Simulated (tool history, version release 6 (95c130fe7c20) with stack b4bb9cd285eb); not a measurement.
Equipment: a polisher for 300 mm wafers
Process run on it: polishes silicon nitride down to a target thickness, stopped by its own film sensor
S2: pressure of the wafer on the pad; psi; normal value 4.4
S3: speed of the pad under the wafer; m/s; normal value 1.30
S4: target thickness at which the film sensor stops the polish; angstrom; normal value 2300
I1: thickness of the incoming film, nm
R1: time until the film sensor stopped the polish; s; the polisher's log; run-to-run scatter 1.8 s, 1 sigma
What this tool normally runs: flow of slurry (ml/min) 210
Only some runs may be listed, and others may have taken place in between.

Run 1, hour 0.0: usual settings but S4 1750 angstrom; I1 509.3. Result: R1 160.9 s.
At hour 7.2: slurry nozzle cleaned.
Run 2, hour 32.6: usual settings but S2 3.5 psi; I1 505.1. Result: R1 159.8 s.
Run 3, hour 49.1: usual settings but S2 3.5 psi; I1 514.1. Result: R1 166.0 s.
Run 4, hour 145.1: usual settings; I1 516.1. Result: R1 133.6 s.
Run 5, hour 159.3: usual settings; I1 509.0. Result: R1 130.9 s.
At hour 193.7: worn pad replaced by a new one.
Run 6, hour 194.2: usual settings but S4 1810 angstrom; I1 515.3. Result: R1 158.3 s.
Run 7, hour 215.7: usual settings; I1 509.3. Result: R1 129.5 s.
Run 8, hour 249.6: usual settings; I1 511.4. Result: R1 134.8 s.
Run 9, hour 272.4: usual settings; I1 507.1. Result: R1 128.3 s.
Run 10, hour 302.1: usual settings but S3 1.14 m/s; I1 511.6. Result: R1 148.1 s.
Run 11, hour 316.9: usual settings but S4 2560 angstrom; I1 503.7. Result: R1 117.6 s.
At hour 327.7: slurry nozzle cleaned.
Run 12, hour 348.1: usual settings but S4 2560 angstrom; I1 506.9. Result: R1 114.0 s.
At hour 352.7: head pressure recalibrated.
Run 13, hour 364.8: usual settings but S4 2560 angstrom; I1 505.8. Result: R1 114.5 s.
At hour 380.2: worn pad replaced by a new one.
Run 14, hour 399.8: usual settings; I1 512.0. Result: R1 126.5 s.
Run 15, hour 428.4: usual settings; I1 509.0. Result: R1 127.3 s.
Run 16, hour 448.1: usual settings but S3 1.08 m/s; I1 520.9. Result: R1 150.5 s.
Run 17, hour 463.9: usual settings but S3 1.08 m/s; I1 510.0. Result: R1 149.7 s.
Run 18, hour 480.2: usual settings but S4 1750 angstrom; I1 515.7. Result: R1 159.9 s.
Run 19, hour 496.2: usual settings but flow of slurry (ml/min) 265; I1 510.8. Result: R1 125.4 s.
Run 20, hour 528.5: usual settings; I1 513.0. Result: R1 131.3 s.
At hour 542.1: worn pad replaced by a new one.
Run 21, hour 544.4: usual settings but flow of slurry (ml/min) 265; I1 512.1. Result: R1 128.0 s.
Run 22, hour 563.5: usual settings but flow of slurry (ml/min) 245, S2 5.0 psi, S3 1.12 m/s, S4 2820 angstrom; I1 507.5. Result: R1 101.6 s.
Run 23, hour 586.9: usual settings but flow of slurry (ml/min) 255, S4 2640 angstrom; I1 511.5. Result: R1 115.9 s.
Run 24, hour 619.5: usual settings but flow of slurry (ml/min) 235, S2 3.2 psi; I1 510.1. Result: R1 177.4 s.
At hour 649.8: slurry nozzle cleaned.
Run 25, hour 696.4: usual settings but flow of slurry (ml/min) 160, S3 1.14 m/s; I1 510.0. Result: R1 147.0 s.
At hour 709.3: worn pad replaced by a new one.
Run 26, hour 726.1: usual settings but flow of slurry (ml/min) 185, S3 1.42 m/s; I1 501.4. Result: R1 115.9 s.
Run 27, hour 739.4: usual settings but S4 1990 angstrom; I1 509.2. Result: R1 141.6 s.
Run 28, hour 774.4: usual settings; I1 510.2. Result: R1 130.1 s.
Run 29, hour 806.7: usual settings but S4 3090 angstrom; I1 512.7. Result: R1 96.0 s.
Run 30, hour 823.1: usual settings but flow of slurry (ml/min) 150, S2 4.0 psi, S3 1.62 m/s; I1 507.8. Result: R1 123.1 s.
Run 31, hour 843.0: usual settings; I1 510.7. Result: R1 130.7 s.
Run 32, hour 861.0: usual settings; I1 500.4. Result: R1 124.1 s.
Run 33, hour 880.4: usual settings; I1 502.9. Result: R1 128.1 s.
Run 34, hour 895.4: usual settings but flow of slurry (ml/min) 265, S2 3.4 psi, S3 1.48 m/s, S4 1950 angstrom; I1 507.8. Result: R1 164.7 s.
At hour 911.3: worn pad replaced by a new one.
Run 35, hour 920.4: usual settings but flow of slurry (ml/min) 145, S4 1840 angstrom; I1 510.3. Result: R1 164.2 s.

Predict each of these 4 candidate next runs independently; none follows another, all start after run 35:
Run A, hour 920.9: usual settings but S2 3.4 psi; I1 510.2. Result: R1 ?.
Run B, hour 920.9: usual settings but flow of slurry (ml/min) 185; I1 510.2. Result: R1 ?.
Run C, hour 920.9: usual settings but S4 1700 angstrom; I1 510.2. Result: R1 ?.
Run D, hour 920.9: usual settings but S3 0.92 m/s, S4 2680 angstrom; I1 510.2. Result: R1 ?.

run     R1
  A  166.4
  B  130.5
  C  156.2
  D  146.6
Had the tool no hidden state, the same runs would have come out as:
run     R1
  A  159.0
  B  124.2
  C  149.2
  D  140.1
